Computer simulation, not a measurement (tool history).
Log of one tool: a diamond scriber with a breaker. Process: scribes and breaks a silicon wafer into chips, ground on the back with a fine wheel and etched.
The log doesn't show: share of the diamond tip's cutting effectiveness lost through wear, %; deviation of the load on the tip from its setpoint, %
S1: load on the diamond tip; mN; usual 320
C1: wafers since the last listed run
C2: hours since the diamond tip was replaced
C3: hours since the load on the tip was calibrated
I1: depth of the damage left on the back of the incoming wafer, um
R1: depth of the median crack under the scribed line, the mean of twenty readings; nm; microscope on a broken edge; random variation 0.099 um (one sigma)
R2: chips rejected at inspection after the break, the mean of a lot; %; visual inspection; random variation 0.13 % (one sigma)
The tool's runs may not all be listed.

{"run": 1, "hour": 0.0, "S1": 320, "C1": 0, "C2": 349.9, "C3": 492.1, "I1": 0.69, "R1": 10290, "R2": 1.59}
{"run": 2, "hour": 45.9, "S1": 250, "C1": 172, "C2": 395.8, "C3": 538, "I1": 0.49, "R1": 7520, "R2": 15.73}
{"run": 3, "hour": 76.2, "S1": 250, "C1": 113, "C2": 426.1, "C3": 568.3, "I1": 0.64, "R1": 7560, "R2": 14.3}
{"run": 4, "hour": 106.7, "S1": 294, "C1": 114, "C2": 456.6, "C3": 598.8, "I1": 0.6, "R1": 9360, "R2": 3.35}
{"hour": 116.1, "done": "diamond tip replaced by a new one"}
{"run": 5, "hour": 167.9, "S1": 294, "C1": 222, "C2": 51.8, "C3": 660, "I1": 0.69, "R1": 9330, "R2": 3.16}
{"run": 6, "hour": 207.6, "S1": 261, "C1": 148, "C2": 91.5, "C3": 699.7, "I1": 0.61, "R1": 7960, "R2": 9.37}
{"run": 7, "hour": 275.2, "S1": 261, "C1": 253, "C2": 159.1, "C3": 767.3, "I1": 0.65, "R1": 8130, "R2": 10.41}
{"hour": 287.4, "done": "load on the tip recalibrated"}
{"run": 8, "hour": 321.8, "S1": 261, "C1": 167, "C2": 205.7, "C3": 34.4, "I1": 0.49, "R1": 7970, "R2": 9.48}
{"run": 9, "hour": 370.8, "S1": 356, "C1": 183, "C2": 254.7, "C3": 83.4, "I1": 0.43, "R1": 11710, "R2": 4.01}
{"run": 10, "hour": 413.4, "S1": 391, "C1": 159, "C2": 297.3, "C3": 126, "I1": 0.67, "R1": 12670, "R2": 8.81}
{"run": 11, "hour": 448.1, "S1": 320, "C1": 130, "C2": 332, "C3": 160.7, "I1": 0.39, "R1": 10330, "R2": 1.86}
{"run": 12, "hour": 518.4, "S1": 346, "C1": 263, "C2": 402.3, "C3": 231, "I1": 0.65, "R1": 11250, "R2": 2.62}
{"run": 13, "hour": 550.2, "S1": 294, "C1": 119, "C2": 434.1, "C3": 262.8, "I1": 0.43, "R1": 9360, "R2": 3.18}
{"hour": 572.4, "done": "diamond tip replaced by a new one"}
{"run": 14, "hour": 590.7, "S1": 320, "C1": 144, "C2": 18.3, "C3": 303.3, "I1": 0.71, "R1": 10260, "R2": 1.79}
{"run": 15, "hour": 626.3, "S1": 370, "C1": 133, "C2": 53.9, "C3": 338.9, "I1": 0.36, "R1": 11990, "R2": 5.3}
{"run": 16, "hour": 680.6, "S1": 401, "C1": 203, "C2": 108.2, "C3": 393.2, "I1": 0.76, "R1": 12900, "R2": 9.33}
{"run": 17, "hour": 741.6, "S1": 259, "C1": 228, "C2": 169.2, "C3": 454.2, "I1": 0.65, "R1": 8070, "R2": 9.61}

5 ways to go on from here, each from the tool as it stands after run 17. What would each give?
{"run": "A", "hour": 742.1, "S1": 350, "C1": 1, "C2": 169.7, "C3": 454.7, "I1": 0.32, "R1": "?", "R2": "?"}
{"run": "B", "hour": 742.1, "S1": 386, "C1": 1, "C2": 169.7, "C3": 454.7, "I1": 0.32, "R1": "?", "R2": "?"}
{"run": "C", "hour": 742.1, "S1": 352, "C1": 1, "C2": 169.7, "C3": 454.7, "I1": 0.32, "R1": "?", "R2": "?"}
{"run": "D", "hour": 742.1, "S1": 293, "C1": 1, "C2": 169.7, "C3": 454.7, "I1": 0.32, "R1": "?", "R2": "?"}
{"run": "E", "hour": 742.1, "S1": 409, "C1": 1, "C2": 169.7, "C3": 454.7, "I1": 0.32, "R1": "?", "R2": "?"}

run=A R1=11560 R2=3.1
run=B R1=12800 R2=7.37
run=C R1=11630 R2=3.28
run=D R1=9450 R2=3.23
run=E R1=13560 R2=10.93
Without the tool's hidden state the same runs would have given:
run=A R1=11560 R2=3.1
run=B R1=12800 R2=7.37
run=C R1=11630 R2=3.28
run=D R1=9450 R2=3.23
run=E R1=13560 R2=10.93
